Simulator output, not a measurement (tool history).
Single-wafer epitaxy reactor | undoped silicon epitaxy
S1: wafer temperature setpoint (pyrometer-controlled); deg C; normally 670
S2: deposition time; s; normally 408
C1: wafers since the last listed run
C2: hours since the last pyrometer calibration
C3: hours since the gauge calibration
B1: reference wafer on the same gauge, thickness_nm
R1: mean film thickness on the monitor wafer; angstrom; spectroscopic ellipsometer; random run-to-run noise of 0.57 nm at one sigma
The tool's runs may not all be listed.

run	hour	S1	S2	C1	C2	C3	B1	R1
1	0.0	670	408	0	2245.5	165.9	90.077	1043.06
2	15.0	670	408	84	2260.5	180.9	89.868	1048.51
3	21.6	670	408	37	2267.1	187.5	89.968	1042.02
4	36.0	670	408	80	2281.5	201.9	89.980	1034.97
5	53.0	670	408	95	2298.5	218.9	90.073	1042.11
6	65.8	670	408	71	2311.3	231.7	89.923	1059.13
7	83.1	670	408	97	2328.6	249.0	90.023	1051.77
8	95.6	670	408	70	2341.1	261.5	90.042	1054.76
9	101.9	670	408	35	2347.4	267.8	90.020	1056.44
10	119.0	670	429	95	2364.5	284.9	90.094	1100.26
11	133.7	670	429	82	2379.2	299.6	89.965	1100.57
12	150.5	670	429	94	2396.0	316.4	89.801	1105.13
13	159.2	682	431	48	2404.7	325.1	89.915	1374.09
14	165.5	664	466	35	2411.0	331.4	90.129	1061.86
# hour 176.6: gauge calibrated
15	180.2	674	363	82	2425.7	3.6	89.967	1007.42
16	195.6	661	328	86	2441.1	19.0	90.060	711.92
# hour 208.3: pyrometer calibrated
17	212.3	670	408	48	4.0	35.7	90.082	1048.38
18	219.6	657	358	40	11.3	43.0	89.850	719.96
19	230.5	670	408	61	22.2	53.9	90.095	1054.45
20	241.1	661	328	59	32.8	64.5	89.944	714.35
21	255.5	670	373	80	47.2	78.9	89.875	959.07
22	264.4	670	408	49	56.1	87.8	90.139	1046.08
23	279.0	683	408	81	70.7	102.4	89.966	1330.06
24	290.3	663	408	63	82.0	113.7	89.877	922.11

Below are 3 alternative next runs, each starting from the tool's condition after run 24. Predict each:
A	290.8	670	408	2	82.5	114.2	?	?
B	290.8	661	408	2	82.5	114.2	?	?
C	290.8	670	449	2	82.5	114.2	?	?

run	B1	R1
A	90.039	1052.02
B	90.039	890.47
C	90.039	1157.74
With the hidden condition removed and each run's random variation left untouched, the same runs would have given:
run	R1
A	1052.02
B	890.47
C	1157.74
